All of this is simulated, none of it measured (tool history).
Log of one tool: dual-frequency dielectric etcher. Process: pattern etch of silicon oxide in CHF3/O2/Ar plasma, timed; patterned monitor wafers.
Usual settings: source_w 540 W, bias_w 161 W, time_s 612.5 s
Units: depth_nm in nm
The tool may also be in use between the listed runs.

run,hour,source_w,bias_w,time_s,"read-back reference wafer on the same gauge, depth_nm",depth_nm
1,0,540,146,612.5,1020.3,1059.4
2,30.6,540,146,612.5,1019.9,1062.5
3,66.4,540,146,612.5,1020.4,1061.2
4,83.1,540,161,612.5,1019.9,1087.3
5,119,540,186,703,1019.6,1296.7
6,154.8,540,161,681,1020.2,1204.1
7,169.4,540,161,612.5,1020.1,1084.6
8,184.4,540,179,612.5,1020.3,1114.7
# hour 189.1: bias power generator calibrated
9,211.4,540,179,612.5,1019.8,1114.5
10,224.2,540,179,612.5,1019.9,1115
11,239.9,470,161,612.5,1020.1,1010.3
# hour 264.4: wet clean of the chamber
12,269.6,470,161,612.5,1020.3,1018.8
# hour 271.4: gauge calibrated
13,285.1,650,161,612.5,1019.9,1195.6
14,308.5,540,161,612.5,1019.8,1091
15,323.9,540,161,612.5,1019.9,1091.2
16,359,460,161,612.5,1020.6,1006
17,391.5,540,161,612.5,1019.5,1087.8
18,421.6,540,150,716,1020.1,1251.1
# hour 439: source power generator calibrated
# hour 454.7: upper electrode replaced
19,455.2,540,161,612.5,1019.8,1089
20,463.2,630,139,707.5,1019.9,1306.2
21,490.1,420,131,699.5,1020.1,1035.3
22,525,540,146,612.5,1020,1061.2
23,560.5,430,127,694.5,1020.1,1030.4
24,586.3,680,145,436,1019.7,842.3
25,614,440,148,506.5,1019.4,788.9

5 ways to go on from here, each from the tool as it stands after run 25. What would each give?
A,614.6,540,161,612.5,?,?
B,614.6,540,132,780,?,?
C,614.6,650,180,612.5,?,?
D,614.6,540,182,775,?,?
E,614.6,580,147,612.5,?,?

run,"read-back reference wafer on the same gauge, depth_nm",depth_nm
A,1019.6,1082.8
B,1019.6,1312.3
C,1019.6,1220.3
D,1019.6,1415.3
E,1019.6,1096.3
Without the tool's hidden state the same runs would have given:
run,depth_nm
A,1092.8
B,1324.4
C,1231.6
D,1428.3
E,1106.4

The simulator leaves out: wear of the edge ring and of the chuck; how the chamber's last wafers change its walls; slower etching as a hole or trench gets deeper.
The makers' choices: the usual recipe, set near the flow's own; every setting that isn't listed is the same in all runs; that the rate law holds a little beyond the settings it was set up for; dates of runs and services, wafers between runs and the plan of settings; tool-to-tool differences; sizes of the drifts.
